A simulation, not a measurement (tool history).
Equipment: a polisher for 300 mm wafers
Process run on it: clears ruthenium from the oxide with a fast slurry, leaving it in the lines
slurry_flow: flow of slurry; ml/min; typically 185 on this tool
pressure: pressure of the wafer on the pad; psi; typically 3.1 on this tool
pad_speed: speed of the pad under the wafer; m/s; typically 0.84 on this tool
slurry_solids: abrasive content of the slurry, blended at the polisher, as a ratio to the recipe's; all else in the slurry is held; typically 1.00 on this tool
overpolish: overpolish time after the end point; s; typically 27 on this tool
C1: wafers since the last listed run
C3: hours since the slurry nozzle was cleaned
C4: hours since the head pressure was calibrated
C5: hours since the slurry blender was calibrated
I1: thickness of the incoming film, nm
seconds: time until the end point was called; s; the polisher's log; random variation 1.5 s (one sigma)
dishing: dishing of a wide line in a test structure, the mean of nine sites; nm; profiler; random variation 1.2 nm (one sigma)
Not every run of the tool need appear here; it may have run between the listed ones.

run 1 hour=0.0 | slurry_flow=185 pressure=3.1 pad_speed=0.84 slurry_solids=1.00 overpolish=27 | C1=0 wafers_polished_on_this_pad=627 C3=173.6 C4=985.3 C5=133.3 | I1=301.6 | seconds=95.9 dishing=64.3
run 2 hour=23.4 | slurry_flow=185 pressure=3.1 pad_speed=0.84 slurry_solids=1.00 overpolish=22 | C1=263 wafers_polished_on_this_pad=890 C3=197.0 C4=1008.7 C5=156.7 | I1=300.2 | seconds=97.6 dishing=52.7
run 3 hour=43.1 | slurry_flow=185 pressure=2.8 pad_speed=0.84 slurry_solids=1.00 overpolish=27 | C1=221 wafers_polished_on_this_pad=1112 C3=216.7 C4=1028.4 C5=176.4 | I1=295.2 | seconds=104.2 dishing=61.6
run 4 hour=57.9 | slurry_flow=185 pressure=3.9 pad_speed=0.84 slurry_solids=1.00 overpolish=27 | C1=166 wafers_polished_on_this_pad=1278 C3=231.5 C4=1043.2 C5=191.2 | I1=299.2 | seconds=80.1 dishing=80.2
run 5 hour=83.4 | slurry_flow=185 pressure=3.1 pad_speed=0.60 slurry_solids=1.00 overpolish=27 | C1=286 wafers_polished_on_this_pad=1565 C3=257.0 C4=1068.7 C5=216.7 | I1=297.4 | seconds=131.7 dishing=51.2
run 6 hour=98.4 | slurry_flow=130 pressure=3.8 pad_speed=0.84 slurry_solids=0.85 overpolish=27 | C1=168 wafers_polished_on_this_pad=1734 C3=272.0 C4=1083.7 C5=231.7 | I1=304.2 | seconds=94.4 dishing=67.8
run 7 hour=131.5 | slurry_flow=185 pressure=2.0 pad_speed=1.12 slurry_solids=1.00 overpolish=27 | C1=372 wafers_polished_on_this_pad=2106 C3=305.1 C4=1116.8 C5=264.8 | I1=300.1 | seconds=113.1 dishing=57.1
run 8 hour=158.6 | slurry_flow=185 pressure=3.1 pad_speed=0.84 slurry_solids=1.00 overpolish=27 | C1=304 wafers_polished_on_this_pad=2411 C3=332.2 C4=1143.9 C5=291.9 | I1=297.4 | seconds=94.8 dishing=63.9
run 9 hour=172.9 | slurry_flow=185 pressure=3.1 pad_speed=0.84 slurry_solids=1.25 overpolish=27 | C1=160 wafers_polished_on_this_pad=2572 C3=346.5 C4=1158.2 C5=306.2 | I1=301.2 | seconds=92.9 dishing=69.3
-- hour=191.0 slurry blender recalibrated
run 10 hour=191.5 | slurry_flow=125 pressure=3.6 pad_speed=0.84 slurry_solids=1.00 overpolish=27 | C1=186 wafers_polished_on_this_pad=2759 C3=365.1 C4=1176.8 C5=0.5 | I1=304.4 | seconds=86.9 dishing=75.6
run 11 hour=218.0 | slurry_flow=215 pressure=3.1 pad_speed=0.84 slurry_solids=1.20 overpolish=27 | C1=298 wafers_polished_on_this_pad=3057 C3=391.6 C4=1203.3 C5=27.0 | I1=301.3 | seconds=85.5 dishing=73.7
-- hour=233.7 worn pad replaced by a new one
run 12 hour=235.4 | slurry_flow=185 pressure=3.1 pad_speed=1.06 slurry_solids=1.00 overpolish=27 | C1=150 wafers_polished_on_this_pad=18 C3=409.0 C4=1220.7 C5=44.4 | I1=296.9 | seconds=77.2 dishing=82.7
run 13 hour=254.4 | slurry_flow=185 pressure=3.1 pad_speed=0.84 slurry_solids=1.00 overpolish=27 | C1=213 wafers_polished_on_this_pad=232 C3=428.0 C4=1239.7 C5=63.4 | I1=304.2 | seconds=93.5 dishing=69.3
run 14 hour=288.5 | slurry_flow=185 pressure=3.1 pad_speed=0.84 slurry_solids=1.00 overpolish=27 | C1=383 wafers_polished_on_this_pad=616 C3=462.1 C4=1273.8 C5=97.5 | I1=296.4 | seconds=95.7 dishing=65.9
run 15 hour=302.6 | slurry_flow=185 pressure=3.1 pad_speed=0.84 slurry_solids=1.00 overpolish=27 | C1=158 wafers_polished_on_this_pad=775 C3=476.2 C4=1287.9 C5=111.6 | I1=302.7 | seconds=93.5 dishing=65.2
-- hour=318.7 slurry nozzle cleaned
run 16 hour=323.4 | slurry_flow=240 pressure=2.7 pad_speed=0.84 slurry_solids=0.80 overpolish=39 | C1=222 wafers_polished_on_this_pad=997 C3=4.7 C4=1308.7 C5=132.4 | I1=301.3 | seconds=112.9 dishing=79.6
run 17 hour=359.2 | slurry_flow=140 pressure=3.1 pad_speed=0.62 slurry_solids=1.00 overpolish=27 | C1=402 wafers_polished_on_this_pad=1400 C3=40.5 C4=1344.5 C5=168.2 | I1=296.9 | seconds=131.0 dishing=49.6
run 18 hour=465.5 | slurry_flow=185 pressure=3.1 pad_speed=0.84 slurry_solids=1.00 overpolish=27 | C1=1196 wafers_polished_on_this_pad=2596 C3=146.8 C4=1450.8 C5=274.5 | I1=298.4 | seconds=99.1 dishing=63.7
run 19 hour=480.7 | slurry_flow=150 pressure=2.3 pad_speed=1.06 slurry_solids=1.00 overpolish=27 | C1=171 wafers_polished_on_this_pad=2768 C3=162.0 C4=1466.0 C5=289.7 | I1=300.9 | seconds=111.6 dishing=57.1
-- hour=496.1 slurry blender recalibrated
-- hour=499.8 worn pad replaced by a new one
run 20 hour=505.9 | slurry_flow=185 pressure=3.1 pad_speed=0.84 slurry_solids=1.00 overpolish=27 | C1=219 wafers_polished_on_this_pad=68 C3=187.2 C4=1491.2 C5=9.8 | I1=304.4 | seconds=92.2 dishing=68.5
-- hour=517.7 head pressure recalibrated
run 21 hour=527.9 | slurry_flow=235 pressure=3.5 pad_speed=0.84 slurry_solids=0.75 overpolish=27 | C1=225 wafers_polished_on_this_pad=293 C3=209.2 C4=10.2 C5=31.8 | I1=304.7 | seconds=88.6 dishing=72.2
run 22 hour=557.4 | slurry_flow=150 pressure=3.1 pad_speed=0.68 slurry_solids=1.10 overpolish=42 | C1=331 wafers_polished_on_this_pad=625 C3=238.7 C4=39.7 C5=61.3 | I1=301.2 | seconds=115.5 dishing=83.1
run 23 hour=591.5 | slurry_flow=185 pressure=2.4 pad_speed=0.58 slurry_solids=0.75 overpolish=27 | C1=383 wafers_polished_on_this_pad=1009 C3=272.8 C4=73.8 C5=95.4 | I1=297.2 | seconds=177.2 dishing=37.8
run 24 hour=626.4 | slurry_flow=185 pressure=3.1 pad_speed=0.60 slurry_solids=0.90 overpolish=27 | C1=392 wafers_polished_on_this_pad=1402 C3=307.7 C4=108.7 C5=130.3 | I1=299.1 | seconds=138.1 dishing=49.0
run 25 hour=720.2 | slurry_flow=225 pressure=3.1 pad_speed=0.84 slurry_solids=1.00 overpolish=38 | C1=1055 wafers_polished_on_this_pad=2458 C3=401.5 C4=202.5 C5=224.1 | I1=300.9 | seconds=100.3 dishing=86.4
run 26 hour=736.7 | slurry_flow=185 pressure=3.1 pad_speed=0.96 slurry_solids=1.00 overpolish=27 | C1=185 wafers_polished_on_this_pad=2643 C3=418.0 C4=219.0 C5=240.6 | I1=305.0 | seconds=93.6 dishing=71.6
-- hour=749.3 worn pad replaced by a new one
run 27 hour=772.0 | slurry_flow=165 pressure=3.1 pad_speed=0.62 slurry_solids=0.75 overpolish=43 | C1=352 wafers_polished_on_this_pad=255 C3=453.3 C4=254.3 C5=275.9 | I1=303.0 | seconds=146.5 dishing=67.6
-- hour=776.2 slurry blender recalibrated
run 28 hour=803.6 | slurry_flow=140 pressure=2.2 pad_speed=0.84 slurry_solids=1.25 overpolish=27 | C1=333 wafers_polished_on_this_pad=588 C3=484.9 C4=285.9 C5=27.4 | I1=303.8 | seconds=121.1 dishing=54.1

4 ways to go on from here, each from the tool as it stands after run 28. What would each give?
run A hour=804.0 | slurry_flow=185 pressure=3.1 pad_speed=0.64 slurry_solids=1.00 overpolish=27 | C1=4 wafers_polished_on_this_pad=593 C3=485.3 C4=286.3 C5=27.8 | I1=298.6 | seconds=? dishing=?
run B hour=804.0 | slurry_flow=235 pressure=2.6 pad_speed=0.84 slurry_solids=1.00 overpolish=27 | C1=4 wafers_polished_on_this_pad=593 C3=485.3 C4=286.3 C5=27.8 | I1=298.6 | seconds=? dishing=?
run C hour=804.0 | slurry_flow=185 pressure=3.1 pad_speed=1.02 slurry_solids=1.00 overpolish=27 | C1=4 wafers_polished_on_this_pad=593 C3=485.3 C4=286.3 C5=27.8 | I1=298.6 | seconds=? dishing=?
run D hour=804.0 | slurry_flow=185 pressure=3.1 pad_speed=0.56 slurry_solids=1.30 overpolish=14 | C1=4 wafers_polished_on_this_pad=593 C3=485.3 C4=286.3 C5=27.8 | I1=298.6 | seconds=? dishing=?

run=A seconds=111.1 dishing=57.3
run=B seconds=100.5 dishing=62.6
run=C seconds=75.2 dishing=80.2
run=D seconds=113.7 dishing=30.8
Had the tool no hidden state, the same runs would have come out as:
run=A seconds=107.3 dishing=59.1
run=B seconds=97.1 dishing=64.5
run=C seconds=72.6 dishing=82.6
run=D seconds=110.2 dishing=31.7

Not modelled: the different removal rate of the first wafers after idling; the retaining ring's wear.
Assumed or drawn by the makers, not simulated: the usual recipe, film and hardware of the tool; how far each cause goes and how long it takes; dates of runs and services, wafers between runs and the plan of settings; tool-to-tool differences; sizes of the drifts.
